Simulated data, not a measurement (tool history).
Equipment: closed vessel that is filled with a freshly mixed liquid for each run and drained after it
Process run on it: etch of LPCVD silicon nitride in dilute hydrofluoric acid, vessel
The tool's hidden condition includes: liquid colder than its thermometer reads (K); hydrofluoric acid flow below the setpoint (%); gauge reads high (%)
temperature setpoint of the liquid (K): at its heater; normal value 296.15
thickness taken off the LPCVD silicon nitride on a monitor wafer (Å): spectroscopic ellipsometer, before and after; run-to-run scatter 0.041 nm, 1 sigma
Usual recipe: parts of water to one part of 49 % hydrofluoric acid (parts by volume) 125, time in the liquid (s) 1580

run     day  temperature setpoint of the liquid (K)  parts of water to one part of 49 % hydrofluoric acid (parts by volume)  time in the liquid (s)  wafers since the last listed run  hours since the thermometer was replaced  hours since the hydrofluoric acid flow meter was replaced  hours since the gauge calibration  read-back film thickness of the LPCVD silicon nitride reference wafer, read on the same gauge (nm)  thickness taken off the LPCVD silicon nitride on a monitor wafer (Å)
  1       0                                  296.15                                                                     125                     935                                 0                                    2139.7                                                      492.3                             1807.7                                                                                              149.98                                                                  27.1
  2   1.762                                  296.15                                                                     125                     935                              1194                                      2182                                                      534.6                               1850                                                                                              149.99                                                                    27
  3   3.192                                  296.15                                                                     145                    1580                               968                                    2216.3                                                      568.9                             1884.3                                                                                              150.04                                                                  39.4
      4.383  -- hydrofluoric acid flow meter replaced
  4   5.196                                  296.15                                                                     145                    1580                              1329                                    2264.4                                                       19.5                             1932.4                                                                                              150.01                                                                  41.6
  5   7.433                                  296.15                                                                     100                    1580                              1516                                    2318.1                                                       73.2                             1986.1                                                                                              150.03                                                                  59.2
  6   9.079                                  296.15                                                                     100                    1580                              1115                                    2357.6                                                      112.7                             2025.6                                                                                              150.01                                                                  59.1
  7  10.279                                  296.15                                                                     125                    1580                               813                                    2386.4                                                      141.5                             2054.4                                                                                              150.03                                                                  47.2
  8  12.988                                  296.15                                                                     125                    1580                              1835                                    2451.4                                                      206.5                             2119.4                                                                                              149.99                                                                  46.7
     15.496  -- thermometer replaced
  9  15.658                                  296.15                                                                     125                    1580                              1781                                       3.9                                                      270.6                             2183.5                                                                                              149.99                                                                  52.6
 10  16.742                                  296.15                                                                     125                    1580                               734                                      29.9                                                      296.6                             2209.5                                                                                              149.98                                                                    52
 11  18.438                                  296.15                                                                     125                    1580                              1149                                      70.6                                                      337.3                             2250.2                                                                                                 150                                                                  51.3
 12  20.333                                  296.15                                                                     125                    1580                              1284                                     116.1                                                      382.8                             2295.7                                                                                              149.98                                                                  50.7
 13  22.817                                  296.15                                                                     125                    1580                              1682                                     175.7                                                      442.4                             2355.3                                                                                              150.02                                                                  50.8
     23.142  -- hydrofluoric acid flow meter replaced
 14  24.171                                  301.15                                                                     125                     665                               889                                     208.2                                                       24.7                             2387.8                                                                                                 150                                                                  30.8
 15  26.983                                  296.15                                                                     125                    1580                              1905                                     275.7                                                       92.2                             2455.3                                                                                              149.99                                                                  53.3
     27.375  -- gauge calibrated
 16  28.192                                  296.15                                                                      80                    1580                               818                                     304.7                                                      121.2                               19.6                                                                                                 150                                                                  81.4
 17  30.279                                  297.65                                                                     185                    1580                              1414                                     354.8                                                      171.3                               69.7                                                                                              150.01                                                                  38.6
 18  32.621                                  296.15                                                                     165                    1580                              1586                                       411                                                      227.5                              125.9                                                                                              149.98                                                                  38.9
 19  34.254                                  301.15                                                                     125                     665                              1106                                     450.2                                                      266.7                              165.1                                                                                              150.02                                                                  29.9
 20  35.467                                  296.15                                                                      80                    2480                               821                                     479.3                                                      295.8                              194.2                                                                                                 150                                                                 124.6
 21  36.733                                  296.15                                                                     150                    1580                               858                                     509.7                                                      326.2                              224.6                                                                                              150.01                                                                  42.3
 22  38.117                                  299.65                                                                      95                    1290                               937                                     542.9                                                      359.4                              257.8                                                                                              149.97                                                                  67.4
     42.012  -- hydrofluoric acid flow meter replaced
 23  42.258                                  291.65                                                                     150                    1580                              2778                                     642.3                                                        5.9                              357.2                                                                                              150.01                                                                  32.4
 24  45.254                                  299.65                                                                     165                    2150                              2030                                     714.2                                                       77.8                              429.1                                                                                              150.01                                                                  66.8
 25  46.521                                  301.15                                                                     125                     665                               858                                     744.6                                                      108.2                              459.5                                                                                              149.99                                                                  29.9
 26  49.333                                  296.15                                                                     125                    1580                              1905                                     812.1                                                      175.7                                527                                                                                              149.95                                                                  50.7
 27  50.725                                  296.15                                                                     105                    2525                               943                                     845.5                                                      209.1                              560.4                                                                                              150.03                                                                    96
 28  52.225                                  296.15                                                                     125                    2095                              1016                                     881.5                                                      245.1                              596.4                                                                                                 150                                                                  66.6
 29  54.962                                  296.15                                                                     180                    1580                              1855                                     947.2                                                      310.8                              662.1                                                                                              150.01                                                                  34.5
 30  56.988                                  296.15                                                                     125                    1580                              1372                                     995.8                                                      359.4                              710.7                                                                                              149.98                                                                  49.3
 31  59.617                                  296.15                                                                     125                    1580                              1781                                    1058.9                                                      422.5                              773.8                                                                                              150.02                                                                  48.8
 32  61.288                                  296.15                                                                     125                    1580                              1132                                      1099                                                      462.6                              813.9                                                                                              150.01                                                                  48.6

State the hidden condition of the tool at each of the runs:
gauge reads high (%): 0, the same for each run
H1: liquid colder than its thermometer reads (K)
H2: hydrofluoric acid flow below the setpoint (%)
run     H1     H2
  1   1.78   6.53
  2   1.82   7.07
  3   1.84    7.5
  4   1.88    1.4
  5   1.92   2.08
  6   1.95   2.58
  7   1.98   2.94
  8   2.03   3.76
  9  0.253   4.57
 10  0.273    4.9
 11  0.304   5.42
 12  0.339   5.99
 13  0.386   6.74
 14  0.411  0.903
 15  0.463   1.76
 16  0.485   2.12
 17  0.524   2.76
 18  0.567   3.47
 19  0.598   3.96
 20   0.62   4.33
 21  0.644   4.71
 22  0.669   5.13
 23  0.746  0.407
 24  0.802   1.32
 25  0.825    1.7
 26  0.878   2.55
 27  0.903   2.97
 28  0.931   3.43
 29  0.982   4.26
 30   1.02   4.87
 31   1.07   5.67
 32    1.1   6.18

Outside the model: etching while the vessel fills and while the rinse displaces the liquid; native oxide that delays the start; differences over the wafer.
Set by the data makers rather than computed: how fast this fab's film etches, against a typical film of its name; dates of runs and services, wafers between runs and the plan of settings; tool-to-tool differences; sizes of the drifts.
